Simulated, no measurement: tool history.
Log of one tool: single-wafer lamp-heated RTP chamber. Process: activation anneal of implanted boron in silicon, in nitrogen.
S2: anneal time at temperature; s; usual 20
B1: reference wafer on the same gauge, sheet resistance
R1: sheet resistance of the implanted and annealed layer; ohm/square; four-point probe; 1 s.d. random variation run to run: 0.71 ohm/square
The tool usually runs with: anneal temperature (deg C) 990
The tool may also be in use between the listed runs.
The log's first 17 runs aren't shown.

Run 18, day 38.000: usual settings but anneal temperature (deg C) 961; B1 443.01. Result: R1 493.72 ohm/square.
Run 19, day 39.833: usual settings but S2 29 s; B1 443.14. Result: R1 471.43 ohm/square.
Run 20, day 42.733: usual settings but anneal temperature (deg C) 969, S2 29 s; B1 443.03. Result: R1 481.53 ohm/square.
Run 21, day 44.362: usual settings but anneal temperature (deg C) 1014, S2 31 s; B1 443.11. Result: R1 466.20 ohm/square.
At day 45.571: pyrometer window cleaned and pyrometer calibrated.
Run 22, day 45.592: usual settings but anneal temperature (deg C) 1000, S2 13 s; B1 442.92. Result: R1 472.45 ohm/square.
At day 46.825: reflector plate cleaned.
Run 23, day 48.138: usual settings but anneal temperature (deg C) 979, S2 11 s; B1 443.01. Result: R1 482.51 ohm/square.
Run 24, day 50.767: usual settings but anneal temperature (deg C) 978, S2 13 s; B1 442.85. Result: R1 482.55 ohm/square.
Run 25, day 52.479: usual settings but anneal temperature (deg C) 1016, S2 32 s; B1 442.90. Result: R1 465.54 ohm/square.
Run 26, day 54.238: usual settings; B1 442.94. Result: R1 472.25 ohm/square.
At day 54.938: gauge calibrated.
Run 27, day 55.788: usual settings; B1 442.87. Result: R1 473.41 ohm/square.
Run 28, day 57.238: usual settings; B1 442.92. Result: R1 473.41 ohm/square.
At day 59.279: pyrometer window cleaned and pyrometer calibrated.
Run 29, day 59.300: usual settings; B1 443.09. Result: R1 473.11 ohm/square.
Run 30, day 60.242: usual settings but anneal temperature (deg C) 972; B1 443.08. Result: R1 482.35 ohm/square.
Run 31, day 62.404: usual settings; B1 442.95. Result: R1 472.91 ohm/square.
At day 63.467: reflector plate cleaned.
Run 32, day 64.871: usual settings; B1 443.06. Result: R1 474.00 ohm/square.
Run 33, day 67.412: usual settings; B1 442.91. Result: R1 473.62 ohm/square.
Run 34, day 68.788: usual settings but anneal temperature (deg C) 976, S2 15 s; B1 443.12. Result: R1 482.63 ohm/square.
Run 35, day 70.308: usual settings but anneal temperature (deg C) 965, S2 30 s; B1 442.90. Result: R1 483.55 ohm/square.

What if the next run were any one of these 5? Each begins from the tool's condition after run 35:
Run A, day 70.325: usual settings but S2 30 s; B1 ?. Result: R1 ?.
Run B, day 70.325: usual settings but S2 31 s; B1 ?. Result: R1 ?.
Run C, day 70.325: usual settings but anneal temperature (deg C) 973, S2 28 s; B1 ?. Result: R1 ?.
Run D, day 70.325: usual settings but anneal temperature (deg C) 1005, S2 27 s; B1 ?. Result: R1 ?.
Run E, day 70.325: usual settings but anneal temperature (deg C) 1004; B1 ?. Result: R1 ?.

run      B1      R1
  A  442.95  469.84
  B  442.95  469.65
  C  442.95  477.20
  D  442.95  467.02
  E  442.95  468.65
Had the tool no hidden state, the same runs would have come out as:
run      R1
  A  470.86
  B  470.66
  C  479.67
  D  467.70
  E  469.39

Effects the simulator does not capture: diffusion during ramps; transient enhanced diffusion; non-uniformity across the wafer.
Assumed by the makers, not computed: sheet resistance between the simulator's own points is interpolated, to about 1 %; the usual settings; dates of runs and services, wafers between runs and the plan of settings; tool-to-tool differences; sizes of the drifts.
